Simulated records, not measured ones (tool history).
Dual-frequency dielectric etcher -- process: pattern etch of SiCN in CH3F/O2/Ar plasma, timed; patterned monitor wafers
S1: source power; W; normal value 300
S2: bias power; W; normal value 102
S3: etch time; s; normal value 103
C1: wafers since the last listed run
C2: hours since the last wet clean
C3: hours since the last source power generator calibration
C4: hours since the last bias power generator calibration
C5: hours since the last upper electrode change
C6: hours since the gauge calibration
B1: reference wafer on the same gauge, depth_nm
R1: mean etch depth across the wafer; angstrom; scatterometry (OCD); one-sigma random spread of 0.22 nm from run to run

run 1 hour=0 | S1=300 S2=110 S3=103 | C1=0 C2=89.1 C3=1383.2 C4=987.5 C5=3193.5 C6=71.7 | B1=46.22 | R1=435.6
run 2 hour=76.4 | S1=300 S2=102 S3=103 | C1=878 C2=165.5 C3=1459.6 C4=1063.9 C5=3269.9 C6=148.1 | B1=46.06 | R1=425.4
run 3 hour=148.8 | S1=300 S2=102 S3=103 | C1=832 C2=237.9 C3=1532 C4=1136.3 C5=3342.3 C6=220.5 | B1=46.14 | R1=421.3
run 4 hour=196 | S1=300 S2=102 S3=103 | C1=542 C2=285.1 C3=1579.2 C4=1183.5 C5=3389.5 C6=267.7 | B1=46.13 | R1=423.7
-- hour=254.5 wet clean of the chamber
run 5 hour=298.2 | S1=300 S2=102 S3=103 | C1=899 C2=43.7 C3=1681.4 C4=1285.7 C5=3491.7 C6=369.9 | B1=46.08 | R1=422.5
run 6 hour=358.3 | S1=300 S2=102 S3=117.5 | C1=691 C2=103.8 C3=1741.5 C4=1345.8 C5=3551.8 C6=430 | B1=46.09 | R1=478
run 7 hour=405.4 | S1=300 S2=102 S3=117.5 | C1=541 C2=150.9 C3=1788.6 C4=1392.9 C5=3598.9 C6=477.1 | B1=46.2 | R1=477.6
-- hour=481 upper electrode replaced
run 8 hour=481.5 | S1=300 S2=102 S3=117.5 | C1=599 C2=227 C3=1864.7 C4=1469 C5=0.5 C6=553.2 | B1=46.08 | R1=484.5
run 9 hour=518.6 | S1=250 S2=102 S3=103 | C1=426 C2=264.1 C3=1901.8 C4=1506.1 C5=37.6 C6=590.3 | B1=46.09 | R1=379.4
run 10 hour=586.7 | S1=250 S2=102 S3=103 | C1=783 C2=332.2 C3=1969.9 C4=1574.2 C5=105.7 C6=658.4 | B1=46.11 | R1=377
-- hour=669.2 wet clean of the chamber
run 11 hour=669.7 | S1=300 S2=102 S3=87 | C1=678 C2=0.5 C3=2052.9 C4=1657.2 C5=188.7 C6=741.4 | B1=46.1 | R1=357.5
run 12 hour=732.1 | S1=280 S2=102 S3=94.5 | C1=717 C2=62.9 C3=2115.3 C4=1719.6 C5=251.1 C6=803.8 | B1=46.07 | R1=371.6
-- hour=800.6 source power generator calibrated
run 13 hour=819.9 | S1=350 S2=79 S3=111.5 | C1=963 C2=150.7 C3=19.3 C4=1807.4 C5=338.9 C6=891.6 | B1=46.07 | R1=431.7
run 14 hour=926.1 | S1=300 S2=102 S3=103 | C1=1221 C2=256.9 C3=125.5 C4=1913.6 C5=445.1 C6=997.8 | B1=46.07 | R1=420.6
-- hour=1016.9 wet clean of the chamber
run 15 hour=1017.4 | S1=250 S2=102 S3=103 | C1=773 C2=0.5 C3=216.8 C4=2004.9 C5=536.4 C6=1089.1 | B1=46.15 | R1=377.1
-- hour=1048.2 gauge calibrated
run 16 hour=1060.9 | S1=300 S2=102 S3=103 | C1=500 C2=44 C3=260.3 C4=2048.4 C5=579.9 C6=12.7 | B1=46.12 | R1=421.4
-- hour=1073.8 bias power generator calibrated
run 17 hour=1125.3 | S1=350 S2=117 S3=103 | C1=694 C2=108.4 C3=324.7 C4=51.5 C5=644.3 C6=77.1 | B1=46.17 | R1=494.1
run 18 hour=1196.7 | S1=300 S2=102 S3=103 | C1=821 C2=179.8 C3=396.1 C4=122.9 C5=715.7 C6=148.5 | B1=46.09 | R1=424.2
run 19 hour=1258.9 | S1=300 S2=114 S3=103 | C1=715 C2=242 C3=458.3 C4=185.1 C5=777.9 C6=210.7 | B1=46.12 | R1=445.4
run 20 hour=1294.9 | S1=300 S2=102 S3=103 | C1=413 C2=278 C3=494.3 C4=221.1 C5=813.9 C6=246.7 | B1=46 | R1=426.1
run 21 hour=1352.2 | S1=270 S2=127 S3=114 | C1=658 C2=335.3 C3=551.6 C4=278.4 C5=871.2 C6=304 | B1=46.07 | R1=494.2
-- hour=1393.8 wet clean of the chamber
run 22 hour=1440.2 | S1=360 S2=90 S3=89.5 | C1=735 C2=46.4 C3=639.6 C4=366.4 C5=959.2 C6=392 | B1=46.1 | R1=379.2
run 23 hour=1493 | S1=360 S2=102 S3=103 | C1=607 C2=99.2 C3=692.4 C4=419.2 C5=1012 C6=444.8 | B1=46.01 | R1=466.7

Here are 3 independent what-if runs from the current tool condition. What would each one return?
run A hour=1493.4 | S1=300 S2=102 S3=103 | C1=4 C2=99.6 C3=692.8 C4=419.6 C5=1012.4 C6=445.2 | B1=? | R1=?
run B hour=1493.4 | S1=250 S2=94 S3=124 | C1=4 C2=99.6 C3=692.8 C4=419.6 C5=1012.4 C6=445.2 | B1=? | R1=?
run C hour=1493.4 | S1=340 S2=102 S3=132.5 | C1=4 C2=99.6 C3=692.8 C4=419.6 C5=1012.4 C6=445.2 | B1=? | R1=?

run=A B1=46.13 R1=423.1
run=B B1=46.13 R1=434.4
run=C B1=46.13 R1=584.2
Had the tool no hidden state, the same runs would have come out as:
run=A R1=423.1
run=B R1=434.4
run=C R1=584.2
